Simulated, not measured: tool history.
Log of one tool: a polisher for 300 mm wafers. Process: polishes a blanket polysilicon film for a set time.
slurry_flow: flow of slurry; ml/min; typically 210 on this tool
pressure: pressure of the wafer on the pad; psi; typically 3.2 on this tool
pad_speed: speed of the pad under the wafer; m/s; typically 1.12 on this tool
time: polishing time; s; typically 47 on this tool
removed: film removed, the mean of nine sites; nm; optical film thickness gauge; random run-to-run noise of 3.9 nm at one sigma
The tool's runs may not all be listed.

run	hour	slurry_flow	pressure	pad_speed	time	wafers since the last listed run	wafers polished on this pad	hours since the slurry nozzle was cleaned	hours since the head pressure was calibrated	incoming thickness of the incoming film, nm	removed
1	0	210	3.2	1.12	47	0	458	473.9	949.9	1407.3	523.2
2	9	210	3.2	1.12	47	88	547	482.9	958.9	1399.2	525.6
3	21.5	235	3.2	1.12	47	123	670	495.4	971.4	1393	532.3
4	27.9	235	3.2	1.12	47	63	733	501.8	977.8	1396.3	532.4
5	45.7	210	3.2	1.4	47	175	908	519.6	995.6	1379.4	629.5
# hour 56.2: worn pad replaced by a new one, of another model than before
6	61.9	210	3.2	1.4	47	120	56	535.8	1011.8	1405.9	617.9
7	72.3	210	3.2	1.12	47	102	158	546.2	1022.2	1394.3	529.9
8	85.3	210	3.2	1.12	47	128	286	559.2	1035.2	1403.1	525.6
9	98.4	250	2.7	1.12	52	129	415	572.3	1048.3	1381.5	528.9
10	109.6	210	3.2	1.12	47	110	526	583.5	1059.5	1364	521.6
11	127.3	210	3.2	1.12	36	174	700	601.2	1077.2	1387.6	396.3
12	137	145	2.4	1.4	32	95	796	610.9	1086.9	1401.2	271.6
# hour 139.6: head pressure recalibrated
# hour 146.5: slurry nozzle cleaned
# hour 146.9: worn pad replaced by a new one
13	147.4	180	3.2	1.12	56	68	4	0.9	7.8	1364.5	608.9
14	157.3	210	2.6	1.4	47	97	102	10.8	17.7	1405.4	519.4
15	172	235	3.2	0.82	57	144	247	25.5	32.4	1370.5	552.7
16	183.4	210	3.2	1.12	47	112	359	36.9	43.8	1393.7	519.2
17	193.1	255	3.2	0.88	55	95	454	46.6	53.5	1400.1	552.9

Predict each of these 4 candidate next runs independently; none follows another, all start after run 17:
A	193.5	210	3.8	1.12	47	3	458	47	53.9	1388.9	?
B	193.5	210	3.6	0.84	47	3	458	47	53.9	1388.9	?
C	193.5	265	3.9	1.12	41	3	458	47	53.9	1388.9	?
D	193.5	230	4.2	1.12	47	3	458	47	53.9	1388.9	?

run	removed
A	593.5
B	486.6
C	551.3
D	655.5
With no hidden state in the tool, these same runs would have given:
run	removed
A	606.4
B	497.2
C	563.3
D	669.8
